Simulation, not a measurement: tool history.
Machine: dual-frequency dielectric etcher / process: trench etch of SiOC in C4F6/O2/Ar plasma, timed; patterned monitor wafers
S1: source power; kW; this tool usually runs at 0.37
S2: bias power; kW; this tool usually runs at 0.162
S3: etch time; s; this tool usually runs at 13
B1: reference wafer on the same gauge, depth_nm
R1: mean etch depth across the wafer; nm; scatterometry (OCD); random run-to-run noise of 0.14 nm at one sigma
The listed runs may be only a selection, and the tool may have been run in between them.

| run | day | S1 | S2 | S3 | B1 | R1 |
|---|---|---|---|---|---|---|
| 1 | 0 | 0.37 | 0.162 | 13 | 24.19 | 25.34 |
| 2 | 2.592 | 0.37 | 0.162 | 13 | 24.2 | 25.16 |
| 3 | 3.629 | 0.37 | 0.162 | 13 | 24.19 | 25.5 |
| 4 | 4.812 | 0.37 | 0.162 | 13 | 24.17 | 25.37 |
|  | 9.512 | wet clean of the chamber |
| 5 | 12.438 | 0.37 | 0.162 | 13 | 24.21 | 26.72 |
|  | 14.904 | gauge calibrated |
| 6 | 15.358 | 0.37 | 0.162 | 15 | 24.18 | 30.83 |
| 7 | 17.229 | 0.37 | 0.162 | 13 | 24.18 | 26.91 |
|  | 18.812 | source power generator calibrated |
|  | 19.175 | wet clean of the chamber, repeated, since the last time left the tool worse |
| 8 | 19.196 | 0.37 | 0.162 | 13 | 24.2 | 24.92 |
| 9 | 21.596 | 0.37 | 0.162 | 13 | 24.19 | 25.02 |
| 10 | 26.125 | 0.37 | 0.162 | 13 | 24.2 | 25.4 |
| 11 | 28.3 | 0.37 | 0.162 | 13 | 24.22 | 25.59 |
| 12 | 30.133 | 0.33 | 0.162 | 13 | 24.22 | 24.62 |

For run 13, what comes out?
|  | 33.025 | upper electrode replaced |
|  | 34.679 | wet clean of the chamber |
| 13 | 34.971 | 0.37 | 0.146 | 13 | ? | ? |

Run 13 came out at B1 24.21, R1 24.15 nm.
Minus the tool's unlogged condition, the same run would have read R1 24.1 nm.
